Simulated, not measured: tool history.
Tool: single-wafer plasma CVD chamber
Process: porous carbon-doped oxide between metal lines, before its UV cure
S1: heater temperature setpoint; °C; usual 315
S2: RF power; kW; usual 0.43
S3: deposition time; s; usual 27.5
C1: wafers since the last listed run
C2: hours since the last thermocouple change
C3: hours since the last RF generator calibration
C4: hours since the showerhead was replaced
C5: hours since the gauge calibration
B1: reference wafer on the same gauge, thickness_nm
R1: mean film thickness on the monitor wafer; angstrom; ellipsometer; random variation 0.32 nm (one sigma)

{"run": 1, "hour": 0.0, "S1": 315, "S2": 0.43, "S3": 27.5, "C1": 0, "C2": 1106.2, "C3": 1196.8, "C4": 6062.4, "C5": 187.3, "B1": 112.935, "R1": 1275.55}
{"run": 2, "hour": 65.0, "S1": 315, "S2": 0.43, "S3": 27.5, "C1": 1442, "C2": 1171.2, "C3": 1261.8, "C4": 6127.4, "C5": 252.3, "B1": 113.009, "R1": 1270.91}
{"run": 3, "hour": 100.1, "S1": 315, "S2": 0.43, "S3": 27.5, "C1": 779, "C2": 1206.3, "C3": 1296.9, "C4": 6162.5, "C5": 287.4, "B1": 112.963, "R1": 1271.54}
{"run": 4, "hour": 120.4, "S1": 315, "S2": 0.43, "S3": 27.5, "C1": 450, "C2": 1226.6, "C3": 1317.2, "C4": 6182.8, "C5": 307.7, "B1": 113.024, "R1": 1275.53}
{"run": 5, "hour": 142.6, "S1": 315, "S2": 0.43, "S3": 27.5, "C1": 492, "C2": 1248.8, "C3": 1339.4, "C4": 6205, "C5": 329.9, "B1": 112.985, "R1": 1270.39}
{"run": 6, "hour": 174.2, "S1": 315, "S2": 0.43, "S3": 27.5, "C1": 701, "C2": 1280.4, "C3": 1371, "C4": 6236.6, "C5": 361.5, "B1": 112.982, "R1": 1267.17}
{"run": 7, "hour": 206.4, "S1": 315, "S2": 0.43, "S3": 27.5, "C1": 714, "C2": 1312.6, "C3": 1403.2, "C4": 6268.8, "C5": 393.7, "B1": 112.936, "R1": 1265.32}
{"run": 8, "hour": 238.6, "S1": 315, "S2": 0.43, "S3": 27.5, "C1": 714, "C2": 1344.8, "C3": 1435.4, "C4": 6301, "C5": 425.9, "B1": 113.019, "R1": 1272.06}
{"run": 9, "hour": 256.2, "S1": 315, "S2": 0.43, "S3": 27.5, "C1": 390, "C2": 1362.4, "C3": 1453, "C4": 6318.6, "C5": 443.5, "B1": 112.928, "R1": 1267.83}
{"hour": 264.8, "done": "gauge calibrated"}
{"run": 10, "hour": 272.1, "S1": 315, "S2": 0.43, "S3": 27.5, "C1": 352, "C2": 1378.3, "C3": 1468.9, "C4": 6334.5, "C5": 7.3, "B1": 113.009, "R1": 1271.61}
{"run": 11, "hour": 290.7, "S1": 315, "S2": 0.43, "S3": 27.5, "C1": 412, "C2": 1396.9, "C3": 1487.5, "C4": 6353.1, "C5": 25.9, "B1": 112.978, "R1": 1268.05}
{"run": 12, "hour": 310.7, "S1": 315, "S2": 0.43, "S3": 27.5, "C1": 443, "C2": 1416.9, "C3": 1507.5, "C4": 6373.1, "C5": 45.9, "B1": 112.966, "R1": 1269.11}
{"hour": 323.0, "done": "RF generator calibrated"}
{"run": 13, "hour": 326.0, "S1": 315, "S2": 0.49, "S3": 30.1, "C1": 162, "C2": 1432.2, "C3": 3, "C4": 6388.4, "C5": 61.2, "B1": 113.019, "R1": 1488.18}
{"run": 14, "hour": 345.5, "S1": 315, "S2": 0.49, "S3": 30.1, "C1": 432, "C2": 1451.7, "C3": 22.5, "C4": 6407.9, "C5": 80.7, "B1": 112.876, "R1": 1482.91}
{"run": 15, "hour": 381.5, "S1": 315, "S2": 0.43, "S3": 27.5, "C1": 799, "C2": 1487.7, "C3": 58.5, "C4": 6443.9, "C5": 116.7, "B1": 112.961, "R1": 1224.41}
{"run": 16, "hour": 393.7, "S1": 315, "S2": 0.49, "S3": 30.1, "C1": 270, "C2": 1499.9, "C3": 70.7, "C4": 6456.1, "C5": 128.9, "B1": 112.992, "R1": 1480.61}
{"run": 17, "hour": 409.0, "S1": 325, "S2": 0.505, "S3": 29.9, "C1": 339, "C2": 1515.2, "C3": 86, "C4": 6471.4, "C5": 144.2, "B1": 113.054, "R1": 1423.87}
{"run": 18, "hour": 442.8, "S1": 324, "S2": 0.43, "S3": 32.4, "C1": 750, "C2": 1549, "C3": 119.8, "C4": 6505.2, "C5": 178, "B1": 112.976, "R1": 1352.57}
{"hour": 455.9, "done": "RF generator calibrated, repeated, since the last time left the tool worse"}
{"run": 19, "hour": 457.2, "S1": 315, "S2": 0.48, "S3": 31.7, "C1": 142, "C2": 1563.4, "C3": 1.3, "C4": 6519.6, "C5": 192.4, "B1": 112.971, "R1": 1645.61}
{"run": 20, "hour": 479.0, "S1": 315, "S2": 0.51, "S3": 27.5, "C1": 483, "C2": 1585.2, "C3": 23.1, "C4": 6541.4, "C5": 214.2, "B1": 113.034, "R1": 1489.54}
{"run": 21, "hour": 514.1, "S1": 324, "S2": 0.365, "S3": 30.7, "C1": 779, "C2": 1620.3, "C3": 58.2, "C4": 6576.5, "C5": 249.3, "B1": 113.086, "R1": 1224.13}
{"run": 22, "hour": 544.9, "S1": 302, "S2": 0.43, "S3": 27.5, "C1": 683, "C2": 1651.1, "C3": 89, "C4": 6607.3, "C5": 280.1, "B1": 113.005, "R1": 1421.61}
{"run": 23, "hour": 574.5, "S1": 305, "S2": 0.43, "S3": 27.5, "C1": 657, "C2": 1680.7, "C3": 118.6, "C4": 6636.9, "C5": 309.7, "B1": 112.966, "R1": 1396.45}
{"hour": 603.2, "done": "showerhead replaced"}
{"run": 24, "hour": 603.7, "S1": 315, "S2": 0.43, "S3": 27.5, "C1": 470, "C2": 1709.9, "C3": 147.8, "C4": 0.5, "C5": 338.9, "B1": 112.92, "R1": 1304.86}
{"hour": 626.2, "done": "thermocouple changed; heater temperature recalibrated"}
{"run": 25, "hour": 631.4, "S1": 310, "S2": 0.43, "S3": 25.7, "C1": 437, "C2": 5.2, "C3": 175.5, "C4": 28.2, "C5": 366.6, "B1": 113.047, "R1": 1263.39}
{"run": 26, "hour": 661.8, "S1": 325, "S2": 0.505, "S3": 29.9, "C1": 674, "C2": 35.6, "C3": 205.9, "C4": 58.6, "C5": 397, "B1": 112.99, "R1": 1506.34}
{"hour": 709.4, "done": "gauge calibrated"}
{"run": 27, "hour": 737.4, "S1": 306, "S2": 0.46, "S3": 23.6, "C1": 1678, "C2": 111.2, "C3": 281.5, "C4": 134.2, "C5": 28, "B1": 112.983, "R1": 1248.39}
{"run": 28, "hour": 769.9, "S1": 315, "S2": 0.43, "S3": 27.5, "C1": 721, "C2": 143.7, "C3": 314, "C4": 166.7, "C5": 60.5, "B1": 113.012, "R1": 1298.07}
{"run": 29, "hour": 785.8, "S1": 300, "S2": 0.35, "S3": 25.5, "C1": 352, "C2": 159.6, "C3": 329.9, "C4": 182.6, "C5": 76.4, "B1": 113.063, "R1": 1114.12}

3 ways to go on from here, each from the tool as it stands after run 29. What would each give?
{"run": "A", "hour": 786.2, "S1": 315, "S2": 0.405, "S3": 27.5, "C1": 8, "C2": 160, "C3": 330.3, "C4": 183, "C5": 76.8, "B1": "?", "R1": "?"}
{"run": "B", "hour": 786.2, "S1": 310, "S2": 0.47, "S3": 30.6, "C1": 8, "C2": 160, "C3": 330.3, "C4": 183, "C5": 76.8, "B1": "?", "R1": "?"}
{"run": "C", "hour": 786.2, "S1": 320, "S2": 0.43, "S3": 27.5, "C1": 8, "C2": 160, "C3": 330.3, "C4": 183, "C5": 76.8, "B1": "?", "R1": "?"}

run=A B1=112.938 R1=1233.94
run=B B1=112.938 R1=1584.09
run=C B1=112.938 R1=1257.85
Without the tool's hidden state the same runs would have given:
run=A R1=1260.64
run=B R1=1613.85
run=C R1=1285.07
